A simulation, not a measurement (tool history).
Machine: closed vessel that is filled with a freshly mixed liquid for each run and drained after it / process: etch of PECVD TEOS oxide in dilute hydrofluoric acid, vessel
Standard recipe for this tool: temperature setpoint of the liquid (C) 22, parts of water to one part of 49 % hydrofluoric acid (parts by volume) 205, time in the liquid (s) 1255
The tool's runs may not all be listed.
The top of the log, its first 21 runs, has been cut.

run   hour  temperature setpoint of the liquid (C)  parts of water to one part of 49 % hydrofluoric acid (parts by volume)  time in the liquid (s)  wafers since the last listed run  hours since the thermometer was replaced  hours since the hydrofluoric acid flow meter was replaced  hours since the gauge calibration  read-back film thickness of the PECVD TEOS oxide reference wafer, read on the same gauge (nm)  thickness taken off the PECVD TEOS oxide on a monitor wafer (nm)
 22    499                                      22                                                                     180                    1255                              1552                                    2203.5                                                      467.6                              139.9                                                                                         120.01                                                             53.97
 23  532.3                                      22                                                                     205                    1255                              1853                                    2236.8                                                      500.9                              173.2                                                                                         119.98                                                             46.11
 24    561                                    20.5                                                                     255                    1970                              1597                                    2265.5                                                      529.6                              201.9                                                                                         120.01                                                             52.08
     565.2  -- thermometer replaced
       577  -- hydrofluoric acid flow meter replaced
 25    589                                    25.5                                                                     295                    1845                              1446                                      23.8                                                         12                              229.9                                                                                         119.98                                                              48.8
 26  613.8                                      22                                                                     205                     960                              1380                                      48.6                                                       36.8                              254.7                                                                                         119.98                                                              35.5
 27  628.5                                    26.5                                                                     240                     635                               818                                      63.3                                                       51.5                              269.4                                                                                            120                                                             22.71
 28    654                                    17.5                                                                     160                     790                              1419                                      88.8                                                         77                              294.9                                                                                            120                                                             32.73
 29    681                                      20                                                                     120                    1255                              1502                                     115.8                                                        104                              321.9                                                                                            120                                                             78.79
 30  750.3                                      20                                                                     245                     835                              3856                                     185.1                                                      173.3                              391.2                                                                                            120                                                             22.71
 31    786                                      22                                                                     205                    1255                              1986                                     220.8                                                        209                              426.9                                                                                            120                                                             46.38
 32  815.1                                    23.5                                                                     205                    1255                              1619                                     249.9                                                      238.1                                456                                                                                         120.02                                                             49.42
 33    833                                      24                                                                     115                    1570                               996                                     267.8                                                        256                              473.9                                                                                         120.01                                                            122.52

Here are 4 independent what-if runs from the current tool condition. What would each one return?
  A   834                                      22                                                                     205                    1255                                55                                     268.8                                                        257                              474.9                                                                                              ?                                                                 ?
  B   834                                    18.5                                                                     240                    1515                                55                                     268.8                                                        257                              474.9                                                                                              ?                                                                 ?
  C   834                                      26                                                                     110                    1255                                55                                     268.8                                                        257                              474.9                                                                                              ?                                                                 ?
  D   834                                      22                                                                     205                     610                                55                                     268.8                                                        257                              474.9                                                                                              ?                                                                 ?

run  read-back film thickness of the PECVD TEOS oxide reference wafer, read on the same gauge (nm)  thickness taken off the PECVD TEOS oxide on a monitor wafer (nm)
  A                                                                                         119.99                                                             46.69
  B                                                                                         119.99                                                             40.74
  C                                                                                         119.99                                                            112.86
  D                                                                                         119.99                                                             22.69
The same runs, with their run-to-run variation unchanged, on a tool lacking any hidden condition would have given:
run  thickness taken off the PECVD TEOS oxide on a monitor wafer (nm)
  A                                                             46.69
  B                                                             40.74
  C                                                            112.86
  D                                                             22.69
